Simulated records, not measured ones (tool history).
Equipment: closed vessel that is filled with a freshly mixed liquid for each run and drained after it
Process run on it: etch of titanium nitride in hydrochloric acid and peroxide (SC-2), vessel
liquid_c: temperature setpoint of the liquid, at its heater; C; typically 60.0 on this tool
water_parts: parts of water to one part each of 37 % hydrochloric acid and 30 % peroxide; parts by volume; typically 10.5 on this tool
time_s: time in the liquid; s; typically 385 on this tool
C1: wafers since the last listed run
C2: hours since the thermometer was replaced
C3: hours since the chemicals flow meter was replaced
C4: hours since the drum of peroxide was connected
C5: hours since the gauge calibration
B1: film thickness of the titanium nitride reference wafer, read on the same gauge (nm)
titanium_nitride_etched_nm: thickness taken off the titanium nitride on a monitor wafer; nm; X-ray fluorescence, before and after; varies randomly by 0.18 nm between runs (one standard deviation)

{"run": 1, "hour": 0.0, "liquid_c": 56.0, "water_parts": 10.5, "time_s": 495, "C1": 0, "C2": 2284.8, "C3": 595.3, "C4": 74.9, "C5": 260.3, "B1": 140.01, "titanium_nitride_etched_nm": 20.21}
{"run": 2, "hour": 34.3, "liquid_c": 56.0, "water_parts": 10.5, "time_s": 495, "C1": 1984, "C2": 2319.1, "C3": 629.6, "C4": 109.2, "C5": 294.6, "B1": 139.99, "titanium_nitride_etched_nm": 20.07}
{"run": 3, "hour": 65.9, "liquid_c": 60.0, "water_parts": 10.5, "time_s": 385, "C1": 1828, "C2": 2350.7, "C3": 661.2, "C4": 140.8, "C5": 326.2, "B1": 139.97, "titanium_nitride_etched_nm": 20.0}
{"run": 4, "hour": 99.0, "liquid_c": 60.0, "water_parts": 10.5, "time_s": 255, "C1": 1915, "C2": 2383.8, "C3": 694.3, "C4": 173.9, "C5": 359.3, "B1": 140.01, "titanium_nitride_etched_nm": 13.18}
{"run": 5, "hour": 128.1, "liquid_c": 60.0, "water_parts": 10.5, "time_s": 255, "C1": 1684, "C2": 2412.9, "C3": 723.4, "C4": 203.0, "C5": 388.4, "B1": 139.99, "titanium_nitride_etched_nm": 13.04}
{"run": 6, "hour": 142.0, "liquid_c": 60.0, "water_parts": 10.5, "time_s": 255, "C1": 804, "C2": 2426.8, "C3": 737.3, "C4": 216.9, "C5": 402.3, "B1": 139.99, "titanium_nitride_etched_nm": 13.04}
{"run": 7, "hour": 160.6, "liquid_c": 60.0, "water_parts": 10.5, "time_s": 385, "C1": 1076, "C2": 2445.4, "C3": 755.9, "C4": 235.5, "C5": 420.9, "B1": 139.99, "titanium_nitride_etched_nm": 19.76}
{"run": 8, "hour": 185.8, "liquid_c": 60.0, "water_parts": 10.5, "time_s": 385, "C1": 1458, "C2": 2470.6, "C3": 781.1, "C4": 260.7, "C5": 446.1, "B1": 140.0, "titanium_nitride_etched_nm": 19.36}
{"run": 9, "hour": 283.8, "liquid_c": 60.0, "water_parts": 10.5, "time_s": 385, "C1": 5671, "C2": 2568.6, "C3": 879.1, "C4": 358.7, "C5": 544.1, "B1": 139.98, "titanium_nitride_etched_nm": 19.41}
{"run": 10, "hour": 297.1, "liquid_c": 60.0, "water_parts": 10.5, "time_s": 510, "C1": 769, "C2": 2581.9, "C3": 892.4, "C4": 372.0, "C5": 557.4, "B1": 139.97, "titanium_nitride_etched_nm": 25.52}
{"hour": 313.9, "done": "thermometer replaced"}
{"run": 11, "hour": 318.0, "liquid_c": 60.0, "water_parts": 11.5, "time_s": 385, "C1": 1151, "C2": 4.1, "C3": 913.3, "C4": 392.9, "C5": 578.3, "B1": 140.03, "titanium_nitride_etched_nm": 18.0}
{"run": 12, "hour": 347.5, "liquid_c": 60.0, "water_parts": 11.5, "time_s": 385, "C1": 1707, "C2": 33.6, "C3": 942.8, "C4": 422.4, "C5": 607.8, "B1": 140.0, "titanium_nitride_etched_nm": 18.25}
{"run": 13, "hour": 382.5, "liquid_c": 60.0, "water_parts": 11.5, "time_s": 385, "C1": 2025, "C2": 68.6, "C3": 977.8, "C4": 457.4, "C5": 642.8, "B1": 139.99, "titanium_nitride_etched_nm": 17.77}
{"run": 14, "hour": 418.3, "liquid_c": 60.0, "water_parts": 10.5, "time_s": 385, "C1": 2071, "C2": 104.4, "C3": 1013.6, "C4": 493.2, "C5": 678.6, "B1": 140.03, "titanium_nitride_etched_nm": 19.38}
{"run": 15, "hour": 440.7, "liquid_c": 60.0, "water_parts": 10.5, "time_s": 260, "C1": 1296, "C2": 126.8, "C3": 1036.0, "C4": 515.6, "C5": 701.0, "B1": 140.01, "titanium_nitride_etched_nm": 13.07}
{"hour": 465.9, "done": "new drum of peroxide connected"}
{"run": 16, "hour": 474.7, "liquid_c": 60.0, "water_parts": 9.0, "time_s": 220, "C1": 1909, "C2": 160.8, "C3": 1070.0, "C4": 8.8, "C5": 735.0, "B1": 140.0, "titanium_nitride_etched_nm": 13.21}
{"run": 17, "hour": 501.8, "liquid_c": 60.0, "water_parts": 8.5, "time_s": 320, "C1": 1568, "C2": 187.9, "C3": 1097.1, "C4": 35.9, "C5": 762.1, "B1": 140.0, "titanium_nitride_etched_nm": 19.97}
{"hour": 505.4, "done": "chemicals flow meter replaced"}
{"run": 18, "hour": 529.5, "liquid_c": 60.0, "water_parts": 10.5, "time_s": 385, "C1": 1545, "C2": 215.6, "C3": 24.1, "C4": 63.6, "C5": 789.8, "B1": 139.98, "titanium_nitride_etched_nm": 20.27}

The next listed run, before its measurement:
{"run": 19, "hour": 560.2, "liquid_c": 51.5, "water_parts": 10.5, "time_s": 385, "C1": 1776, "C2": 246.3, "C3": 54.8, "C4": 94.3, "C5": 820.5, "B1": "?", "titanium_nitride_etched_nm": "?"}

{"run 19": {"B1": 139.99, "titanium_nitride_etched_nm": 11.61}}
On a tool with no hidden condition, and with the same random variation, this run would have come out at titanium_nitride_etched_nm 11.80 nm.
